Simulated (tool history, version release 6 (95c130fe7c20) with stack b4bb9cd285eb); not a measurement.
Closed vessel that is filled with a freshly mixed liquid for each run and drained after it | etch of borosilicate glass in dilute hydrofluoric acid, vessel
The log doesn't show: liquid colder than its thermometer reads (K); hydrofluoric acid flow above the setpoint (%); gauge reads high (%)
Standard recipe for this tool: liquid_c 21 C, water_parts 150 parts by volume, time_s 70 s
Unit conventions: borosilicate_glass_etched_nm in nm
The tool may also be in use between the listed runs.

run,hour,liquid_c,water_parts,time_s,wafers since the last listed run,hours since the thermometer was replaced,hours since the hydrofluoric acid flow meter was replaced,hours since the gauge calibration,"read-back film thickness of the borosilicate glass reference wafer, read on the same gauge (nm)",borosilicate_glass_etched_nm
1,0,21,185,70,0,516,234.4,265.5,150.01,9.34
2,64.4,21,150,70,5491,580.4,298.8,329.9,150.01,11.86
# hour 67.6: thermometer replaced
3,132.2,21,150,70,5695,64.6,366.6,397.7,149.97,12.46
4,219.1,21,150,70,7409,151.5,453.5,484.6,149.99,12.36
5,266.8,21,150,70,4067,199.2,501.2,532.3,150.02,12.39
# hour 364.7: gauge calibrated
6,372.8,21,150,70,9038,305.2,607.2,8.1,150,12.31
# hour 405.3: hydrofluoric acid flow meter replaced
7,432.3,21,150,45,4988,364.7,27,67.6,150.01,7.73
8,504.8,21,150,70,6182,437.2,99.5,140.1,150.03,11.94
9,574.5,17.5,120,70,5943,506.9,169.2,209.8,150.03,13.35
10,614.4,21,195,70,3402,546.8,209.1,249.7,149.99,8.73
# hour 651.1: thermometer replaced
11,683.3,21,150,60,5789,32.2,278,318.6,150.01,10.66
12,752.2,17,120,100,5875,101.1,346.9,387.5,150.02,19.33
13,857.1,21,150,70,8944,206,451.8,492.4,150.01,12.32
# hour 879.6: gauge calibrated
14,931.7,19.5,120,40,6361,280.6,526.4,52.1,149.96,8.52

Forecast each of these 4 alternatives for the next run:
A,932.4,21,150,70,59,281.3,527.1,52.8,?,?
B,932.4,21,200,70,59,281.3,527.1,52.8,?,?
C,932.4,25,150,50,59,281.3,527.1,52.8,?,?
D,932.4,23,190,60,59,281.3,527.1,52.8,?,?

run,"read-back film thickness of the borosilicate glass reference wafer, read on the same gauge (nm)",borosilicate_glass_etched_nm
A,149.99,12.32
B,149.99,8.79
C,149.99,10.28
D,149.99,8.64
Without the tool's hidden state the same runs would have given:
run,borosilicate_glass_etched_nm
A,12.42
B,8.84
C,10.35
D,8.7
